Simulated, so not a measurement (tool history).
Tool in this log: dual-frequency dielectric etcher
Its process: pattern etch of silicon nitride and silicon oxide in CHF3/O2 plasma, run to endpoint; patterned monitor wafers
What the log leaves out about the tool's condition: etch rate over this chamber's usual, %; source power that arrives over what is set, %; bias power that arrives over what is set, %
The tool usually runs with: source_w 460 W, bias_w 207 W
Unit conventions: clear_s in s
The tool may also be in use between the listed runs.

run   hour  source_w  bias_w  wafers since the last listed run  hours since the last wet clean  hours since the last source power generator calibration  hours since the last bias power generator calibration  hours since the last upper electrode change  incoming incoming film thickness, nm  clear_s
  1      0       380     207                                 0                           540.7                                                   3692.6                                                   2960                                       2946.5                                 185.6    146.7
      40.6  -- wet clean of the chamber
  2   71.1       380     207                               394                            30.5                                                   3763.7                                                 3031.1                                       3017.6                                 184.5    144.6
  3  139.3       460     233                               571                            98.7                                                   3831.9                                                 3099.3                                       3085.8                                 187.7    124.1
  4    210       520     207                               592                           169.4                                                   3902.6                                                   3170                                       3156.5                                 185.1      120
  5  247.1       520     207                               310                           206.5                                                   3939.7                                                 3207.1                                       3193.6                                 185.7    120.9
     302.2  -- source power generator calibrated
  6  315.1       520     207                               536                           274.5                                                     12.9                                                 3275.1                                       3261.6                                 184.2    119.8
     384.8  -- bias power generator calibrated
  7  385.3       460     207                               554                           344.7                                                     83.1                                                    0.5                                       3331.8                                 186.8    130.8
  8  437.5       390     255                               437                           396.9                                                    135.3                                                   52.7                                         3384                                 184.8    130.7
  9  466.9       340     207                               246                           426.3                                                    164.7                                                   82.1                                       3413.4                                   185    158.8
     512.5  -- upper electrode replaced
 10    513       460     227                               185                           472.4                                                    210.8                                                  128.2                                          0.5                                   186    125.9
     569.2  -- wet clean of the chamber
 11  569.7       460     207                               273                             0.5                                                    267.5                                                  184.9                                         57.2                                 185.9    129.2
 12  613.1       410     233                               363                            43.9                                                    310.9                                                  228.3                                        100.6                                 184.7    130.2
 13  670.4       570     157                               479                           101.2                                                    368.2                                                  285.6                                        157.9                                 186.1    129.6
 14  738.2       420     231                               567                             169                                                      436                                                  353.4                                        225.7                                 187.7    131.4

Consider 5 possible next runs. They are alternatives, not a sequence: every one starts from the tool as it was left by run 14. What does each give?
  A  738.7       430     207                                 4                           169.5                                                    436.5                                                  353.9                                        226.2                                 184.8        ?
  B  738.7       360     207                                 4                           169.5                                                    436.5                                                  353.9                                        226.2                                 184.8        ?
  C  738.7       400     245                                 4                           169.5                                                    436.5                                                  353.9                                        226.2                                 184.8        ?
  D  738.7       350     258                                 4                           169.5                                                    436.5                                                  353.9                                        226.2                                 184.8        ?
  E  738.7       380     243                                 4                           169.5                                                    436.5                                                  353.9                                        226.2                                 184.8        ?

run  clear_s
  A    134.1
  B    150.5
  C    129.7
  D    138.4
  E    134.6
Stripped of hidden state, with their random variation kept, the same runs would have yielded:
run  clear_s
  A    133.3
  B    149.6
  C      129
  D    137.5
  E    133.8

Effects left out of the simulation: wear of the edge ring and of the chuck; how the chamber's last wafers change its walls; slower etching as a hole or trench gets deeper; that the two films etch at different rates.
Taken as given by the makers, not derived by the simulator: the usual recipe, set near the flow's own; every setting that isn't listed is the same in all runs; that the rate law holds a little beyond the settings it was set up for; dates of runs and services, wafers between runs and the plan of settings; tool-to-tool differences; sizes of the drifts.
